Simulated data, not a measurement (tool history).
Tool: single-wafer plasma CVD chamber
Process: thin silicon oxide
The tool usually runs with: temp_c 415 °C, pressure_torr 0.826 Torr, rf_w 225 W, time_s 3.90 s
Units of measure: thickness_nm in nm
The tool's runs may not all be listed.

run	day	temp_c	pressure_torr	rf_w	time_s	read-back reference wafer on the same gauge, thickness_nm	thickness_nm
1	0.000	415	0.826	225	3.90	6.105	7.011
2	1.229	415	0.826	225	3.90	6.103	7.058
3	2.500	415	0.826	225	3.90	6.101	7.162
4	3.775	415	0.826	225	3.61	6.102	6.594
# day 4.262: capacitance manometer re-zeroed and calibrated
# day 4.688: gauge calibrated
5	5.046	415	0.826	225	3.61	6.106	6.133
6	6.467	415	0.826	225	3.90	6.100	6.673
7	7.067	415	0.826	225	3.90	6.103	6.635
8	8.117	415	0.826	225	3.90	6.112	6.560
9	8.679	415	0.826	225	3.90	6.101	6.595
10	9.475	415	0.826	225	3.90	6.097	6.668
11	9.983	415	0.826	225	3.90	6.104	6.603
# day 10.408: RF generator calibrated
12	11.233	424	0.729	195	3.90	6.103	5.517
13	12.725	410	0.826	225	3.70	6.088	6.296
14	13.575	415	0.826	225	3.90	6.097	6.688
15	14.908	420	0.960	225	3.90	6.096	7.552
16	15.592	415	0.826	225	3.90	6.093	6.667
17	16.404	415	0.826	225	3.90	6.103	6.605
# day 17.079: showerhead replaced
18	17.517	411	0.646	225	3.34	6.104	4.344
19	18.808	406	0.826	225	3.58	6.099	6.131
# day 19.521: thermocouple changed; heater temperature recalibrated
20	19.542	415	0.621	225	3.65	6.101	4.541
21	20.292	415	0.826	225	3.41	6.102	5.845
22	21.538	415	0.984	195	4.46	6.094	8.436
23	22.958	420	1.015	245	4.54	6.098	9.471
24	24.079	415	1.014	225	3.90	6.100	7.922
25	24.858	415	0.826	180	3.90	6.098	6.185
26	25.392	415	0.826	225	3.90	6.101	6.694
27	26.083	415	0.826	225	3.90	6.100	6.687
# day 26.996: gauge calibrated
28	27.546	423	0.826	225	4.12	6.099	6.987

What the log doesn't show, run by run:
wafer temperature above the value expected at the setpoint (K): 0 on each run
delivered RF power above the setpoint (%): 0 on each run
gauge reads high (%): 0 on each run
H1: true pressure above the setpoint (%)
run	H1
1	7.16
2	7.37
3	7.59
4	7.81
5	-0.0236
6	-0.0197
7	-0.0169
8	-0.0104
9	-0.00601
10	0.00113
11	0.00631
12	0.0211
13	0.0426
14	0.0567
15	0.0815
16	0.0955
17	0.113
18	0.14
19	0.173
20	0.193
21	0.215
22	0.254
23	0.302
24	0.342
25	0.371
26	0.392
27	0.42
28	0.481
